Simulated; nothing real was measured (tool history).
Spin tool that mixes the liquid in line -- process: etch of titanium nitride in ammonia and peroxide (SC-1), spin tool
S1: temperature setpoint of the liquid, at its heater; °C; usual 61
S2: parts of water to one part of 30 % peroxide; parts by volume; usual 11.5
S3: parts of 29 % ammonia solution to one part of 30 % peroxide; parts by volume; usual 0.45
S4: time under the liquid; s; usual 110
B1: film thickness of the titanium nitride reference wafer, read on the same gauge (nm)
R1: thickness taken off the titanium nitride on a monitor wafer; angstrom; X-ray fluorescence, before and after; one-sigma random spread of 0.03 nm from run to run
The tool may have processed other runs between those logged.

run 1 hour=0 | S1=61 S2=11.5 S3=0.45 S4=110 | B1=29.97 | R1=77.3
-- hour=11.9 heated supply line repaired
-- hour=22.3 thermometer replaced
-- hour=25.4 new drum of ammonia solution connected
run 2 hour=53.7 | S1=61 S2=11.5 S3=0.45 S4=110 | B1=30.01 | R1=78.9
run 3 hour=121.2 | S1=61 S2=11.5 S3=0.45 S4=110 | B1=29.99 | R1=79
-- hour=131.1 ammonia flow meter replaced
run 4 hour=282.1 | S1=61 S2=11.5 S3=0.45 S4=110 | B1=29.97 | R1=78.4
run 5 hour=336.8 | S1=61 S2=11.5 S3=0.45 S4=110 | B1=29.99 | R1=78.4
run 6 hour=382.6 | S1=58.5 S2=7.5 S3=0.65 S4=70 | B1=30.03 | R1=56
-- hour=410.2 new drum of ammonia solution connected
run 7 hour=449.4 | S1=61 S2=11.5 S3=0.65 S4=110 | B1=30 | R1=83
run 8 hour=520.4 | S1=61 S2=11.5 S3=0.45 S4=135 | B1=30 | R1=95.9
run 9 hour=553.3 | S1=53.5 S2=11.5 S3=0.35 S4=110 | B1=29.96 | R1=45.1
run 10 hour=600.7 | S1=58 S2=5.5 S3=0.45 S4=110 | B1=30 | R1=92.7
run 11 hour=665.4 | S1=61 S2=13.5 S3=0.45 S4=110 | B1=29.98 | R1=71.5
-- hour=687 gauge calibrated
run 12 hour=734 | S1=61 S2=11.5 S3=0.45 S4=110 | B1=30 | R1=78.1
-- hour=794 new drum of ammonia solution connected
run 13 hour=800.6 | S1=61 S2=14 S3=0.45 S4=45 | B1=29.98 | R1=28.5
run 14 hour=859.4 | S1=54.5 S2=10 S3=0.45 S4=110 | B1=30.04 | R1=54.4
run 15 hour=902.6 | S1=61 S2=11.5 S3=0.55 S4=135 | B1=30.01 | R1=98.6
-- hour=904.1 heated supply line repaired
-- hour=939.3 ammonia flow meter replaced
run 16 hour=970.3 | S1=61 S2=11.5 S3=0.45 S4=110 | B1=30 | R1=78.3
run 17 hour=1020.9 | S1=61 S2=8.5 S3=0.35 S4=110 | B1=30.02 | R1=88
run 18 hour=1057 | S1=66 S2=7 S3=0.45 S4=110 | B1=30.02 | R1=140.6
run 19 hour=1089.6 | S1=61 S2=7.5 S3=0.4 S4=110 | B1=30 | R1=96.8
run 20 hour=1125 | S1=61 S2=7.5 S3=0.4 S4=110 | B1=30 | R1=95.7
-- hour=1246.1 new drum of ammonia solution connected
-- hour=1255.5 thermometer replaced
run 21 hour=1294.2 | S1=61 S2=8.5 S3=0.35 S4=110 | B1=29.97 | R1=87.7
run 22 hour=1324.1 | S1=69.5 S2=11.5 S3=0.45 S4=155 | B1=30 | R1=189.1
run 23 hour=1376.2 | S1=61 S2=8 S3=0.45 S4=110 | B1=30.01 | R1=94.2
run 24 hour=1411.8 | S1=61 S2=7.5 S3=0.4 S4=110 | B1=30.02 | R1=94.9

Below are 4 alternative next runs, each starting from the tool's condition after run 24. Predict each:
run A hour=1412.2 | S1=61 S2=11.5 S3=0.45 S4=110 | B1=? | R1=?
run B hour=1412.2 | S1=52 S2=11.5 S3=0.3 S4=110 | B1=? | R1=?
run C hour=1412.2 | S1=67.5 S2=14.5 S3=0.45 S4=110 | B1=? | R1=?
run D hour=1412.2 | S1=61 S2=11.5 S3=0.45 S4=75 | B1=? | R1=?

run=A B1=30.02 R1=77.8
run=B B1=30.02 R1=39.5
run=C B1=30.02 R1=104.1
run=D B1=30.02 R1=53.1
The same runs, with their run-to-run variation unchanged, on a tool lacking any hidden condition would have given:
run=A R1=78.5
run=B R1=39.9
run=C R1=105
run=D R1=53.6
